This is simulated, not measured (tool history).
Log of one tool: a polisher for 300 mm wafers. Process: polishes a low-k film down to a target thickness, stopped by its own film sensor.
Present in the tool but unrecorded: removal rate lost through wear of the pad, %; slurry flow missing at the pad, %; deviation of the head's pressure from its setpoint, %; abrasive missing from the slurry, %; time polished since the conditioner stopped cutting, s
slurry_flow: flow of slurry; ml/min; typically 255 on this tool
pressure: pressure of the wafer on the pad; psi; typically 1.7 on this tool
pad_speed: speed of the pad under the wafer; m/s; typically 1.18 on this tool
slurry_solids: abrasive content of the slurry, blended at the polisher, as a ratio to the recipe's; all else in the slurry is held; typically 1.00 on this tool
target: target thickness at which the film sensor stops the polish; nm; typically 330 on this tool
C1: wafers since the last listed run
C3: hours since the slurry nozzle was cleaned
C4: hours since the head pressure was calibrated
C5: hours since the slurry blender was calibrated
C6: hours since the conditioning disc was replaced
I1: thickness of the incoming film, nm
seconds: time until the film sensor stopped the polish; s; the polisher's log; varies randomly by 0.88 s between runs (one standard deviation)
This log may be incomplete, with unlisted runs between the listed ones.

{"run": 1, "hour": 0.0, "slurry_flow": 255, "pressure": 1.7, "pad_speed": 1.4, "slurry_solids": 1.0, "target": 330, "C1": 0, "wafers polished on this pad": 310, "C3": 370.0, "C4": 214.7, "C5": 211.8, "C6": 297.6, "I1": 360.0, "seconds": 62.1}
{"run": 2, "hour": 14.3, "slurry_flow": 255, "pressure": 1.7, "pad_speed": 1.4, "slurry_solids": 1.0, "target": 330, "C1": 113, "wafers polished on this pad": 424, "C3": 384.3, "C4": 229.0, "C5": 226.1, "C6": 311.9, "I1": 361.8, "seconds": 64.3}
{"hour": 23.3, "done": "worn pad replaced by a new one"}
{"run": 3, "hour": 32.7, "slurry_flow": 255, "pressure": 1.7, "pad_speed": 1.4, "slurry_solids": 1.0, "target": 330, "C1": 114, "wafers polished on this pad": 74, "C3": 402.7, "C4": 247.4, "C5": 244.5, "C6": 330.3, "I1": 365.0, "seconds": 68.3}
{"run": 4, "hour": 38.7, "slurry_flow": 255, "pressure": 1.7, "pad_speed": 1.18, "slurry_solids": 1.0, "target": 330, "C1": 47, "wafers polished on this pad": 122, "C3": 408.7, "C4": 253.4, "C5": 250.5, "C6": 336.3, "I1": 354.1, "seconds": 55.9}
{"hour": 46.8, "done": "slurry blender recalibrated"}
{"run": 5, "hour": 50.8, "slurry_flow": 255, "pressure": 1.7, "pad_speed": 1.18, "slurry_solids": 1.0, "target": 330, "C1": 80, "wafers polished on this pad": 202, "C3": 420.8, "C4": 265.5, "C5": 4.0, "C6": 348.4, "I1": 362.7, "seconds": 65.0}
{"hour": 59.5, "done": "slurry nozzle cleaned"}
{"run": 6, "hour": 60.0, "slurry_flow": 255, "pressure": 1.7, "pad_speed": 1.18, "slurry_solids": 1.0, "target": 330, "C1": 65, "wafers polished on this pad": 267, "C3": 0.5, "C4": 274.7, "C5": 13.2, "C6": 357.6, "I1": 356.0, "seconds": 52.4}
{"run": 7, "hour": 71.0, "slurry_flow": 255, "pressure": 1.7, "pad_speed": 1.4, "slurry_solids": 1.15, "target": 330, "C1": 87, "wafers polished on this pad": 355, "C3": 11.5, "C4": 285.7, "C5": 24.2, "C6": 368.6, "I1": 355.6, "seconds": 43.0}
{"run": 8, "hour": 81.8, "slurry_flow": 255, "pressure": 1.7, "pad_speed": 1.48, "slurry_solids": 0.85, "target": 330, "C1": 85, "wafers polished on this pad": 441, "C3": 22.3, "C4": 296.5, "C5": 35.0, "C6": 379.4, "I1": 359.0, "seconds": 55.9}
{"hour": 84.6, "done": "head pressure recalibrated"}
{"hour": 92.3, "done": "worn pad replaced by a new one"}
{"run": 9, "hour": 94.0, "slurry_flow": 255, "pressure": 1.5, "pad_speed": 1.18, "slurry_solids": 1.0, "target": 340, "C1": 49, "wafers polished on this pad": 13, "C3": 34.5, "C4": 9.4, "C5": 47.2, "C6": 391.6, "I1": 359.0, "seconds": 42.6}
{"run": 10, "hour": 105.2, "slurry_flow": 280, "pressure": 1.7, "pad_speed": 1.36, "slurry_solids": 1.15, "target": 321, "C1": 89, "wafers polished on this pad": 102, "C3": 45.7, "C4": 20.6, "C5": 58.4, "C6": 402.8, "I1": 359.7, "seconds": 62.5}
{"hour": 111.2, "done": "conditioning disc replaced and pad reconditioned"}
{"run": 11, "hour": 116.3, "slurry_flow": 300, "pressure": 1.2, "pad_speed": 1.4, "slurry_solids": 1.0, "target": 322, "C1": 72, "wafers polished on this pad": 174, "C3": 56.8, "C4": 31.7, "C5": 69.5, "C6": 5.1, "I1": 361.5, "seconds": 98.8}
{"run": 12, "hour": 125.3, "slurry_flow": 255, "pressure": 1.7, "pad_speed": 1.48, "slurry_solids": 0.85, "target": 330, "C1": 71, "wafers polished on this pad": 246, "C3": 65.8, "C4": 40.7, "C5": 78.5, "C6": 14.1, "I1": 361.9, "seconds": 63.4}
{"run": 13, "hour": 134.6, "slurry_flow": 255, "pressure": 2.0, "pad_speed": 1.18, "slurry_solids": 0.75, "target": 324, "C1": 73, "wafers polished on this pad": 320, "C3": 75.1, "C4": 50.0, "C5": 87.8, "C6": 23.4, "I1": 357.7, "seconds": 74.1}
{"run": 14, "hour": 144.2, "slurry_flow": 295, "pressure": 2.0, "pad_speed": 1.02, "slurry_solids": 0.7, "target": 330, "C1": 76, "wafers polished on this pad": 396, "C3": 84.7, "C4": 59.6, "C5": 97.4, "C6": 33.0, "I1": 364.9, "seconds": 87.8}

Exercise: give the hidden state of the tool at every run:
slurry flow missing at the pad, %: 0 across all the runs
deviation of the head's pressure from its setpoint, %: 0 across all the runs
time polished since the conditioner stopped cutting, s: 0 across all the runs
H1: removal rate lost through wear of the pad, %
H2: abrasive missing from the slurry, %
run=1 H1=8.01 H2=20.4
run=2 H1=8.75 H2=21.7
run=3 H1=3.68 H2=23.4
run=4 H1=5.14 H2=23.9
run=5 H1=7.1 H2=0.8
run=6 H1=8.01 H2=1.64
run=7 H1=8.7 H2=2.65
run=8 H1=9.1 H2=3.64
run=9 H1=0.821 H2=4.75
run=10 H1=4.3 H2=5.78
run=11 H1=6.36 H2=6.79
run=12 H1=7.41 H2=7.62
run=13 H1=8.12 H2=8.47
run=14 H1=8.6 H2=9.35
